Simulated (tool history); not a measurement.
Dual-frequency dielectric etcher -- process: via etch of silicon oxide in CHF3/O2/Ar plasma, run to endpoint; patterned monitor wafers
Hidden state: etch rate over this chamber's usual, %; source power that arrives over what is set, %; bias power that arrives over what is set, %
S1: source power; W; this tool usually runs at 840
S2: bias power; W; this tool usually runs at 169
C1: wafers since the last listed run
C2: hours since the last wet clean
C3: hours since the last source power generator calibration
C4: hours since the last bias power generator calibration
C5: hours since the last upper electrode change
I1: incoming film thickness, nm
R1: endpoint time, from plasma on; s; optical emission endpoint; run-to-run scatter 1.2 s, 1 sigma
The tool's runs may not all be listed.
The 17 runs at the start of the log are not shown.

run	hour	S1	S2	C1	C2	C3	C4	C5	I1	R1
# hour 1386.1: upper electrode replaced
18	1551.1	730	193	868	457.0	1207.6	996.7	165.0	715.4	316.5
19	1653.2	840	160	328	559.1	1309.7	1098.8	267.1	715.9	333.9
20	1701.2	670	129	154	607.1	1357.7	1146.8	315.1	716.0	393.8
21	1761.6	770	154	194	667.5	1418.1	1207.2	375.5	716.0	347.7
# hour 1809.0: wet clean of the chamber
22	1828.3	730	133	137	19.3	1484.8	1273.9	442.2	709.7	386.5
23	1909.1	840	169	259	100.1	1565.6	1354.7	523.0	710.9	331.6
24	2010.1	1040	139	324	201.1	1666.6	1455.7	624.0	707.3	345.6
25	2095.3	980	185	273	286.3	1751.8	1540.9	709.2	711.4	302.5
26	2137.7	650	208	136	328.7	1794.2	1583.3	751.6	709.9	308.0
27	2249.6	660	182	359	440.6	1906.1	1695.2	863.5	717.1	331.6
28	2308.2	640	187	188	499.2	1964.7	1753.8	922.1	717.7	326.8
29	2392.2	970	190	270	583.2	2048.7	1837.8	1006.1	709.7	297.2
# hour 2454.1: wet clean of the chamber
30	2454.6	660	147	123	0.5	2111.1	1900.2	1068.5	711.6	375.8
31	2503.5	840	169	157	49.4	2160.0	1949.1	1117.4	715.3	333.3
32	2577.6	700	169	238	123.5	2234.1	2023.2	1191.5	722.5	347.6
33	2623.0	1020	143	145	168.9	2279.5	2068.6	1236.9	710.8	346.4
34	2693.5	1030	146	226	239.4	2350.0	2139.1	1307.4	719.8	347.3

Forecast each of these 5 alternatives for the next run:
A	2694.0	840	169	1	239.9	2350.5	2139.6	1307.9	713.1	?
B	2694.0	990	207	1	239.9	2350.5	2139.6	1307.9	713.1	?
C	2694.0	690	169	1	239.9	2350.5	2139.6	1307.9	713.1	?
D	2694.0	940	187	1	239.9	2350.5	2139.6	1307.9	713.1	?
E	2694.0	840	181	1	239.9	2350.5	2139.6	1307.9	713.1	?

run	R1
A	332.5
B	290.5
C	344.7
D	308.8
E	321.0
What these runs would have given with no unlogged condition in the tool:
run	R1
A	333.3
B	291.2
C	345.6
D	309.6
E	321.8

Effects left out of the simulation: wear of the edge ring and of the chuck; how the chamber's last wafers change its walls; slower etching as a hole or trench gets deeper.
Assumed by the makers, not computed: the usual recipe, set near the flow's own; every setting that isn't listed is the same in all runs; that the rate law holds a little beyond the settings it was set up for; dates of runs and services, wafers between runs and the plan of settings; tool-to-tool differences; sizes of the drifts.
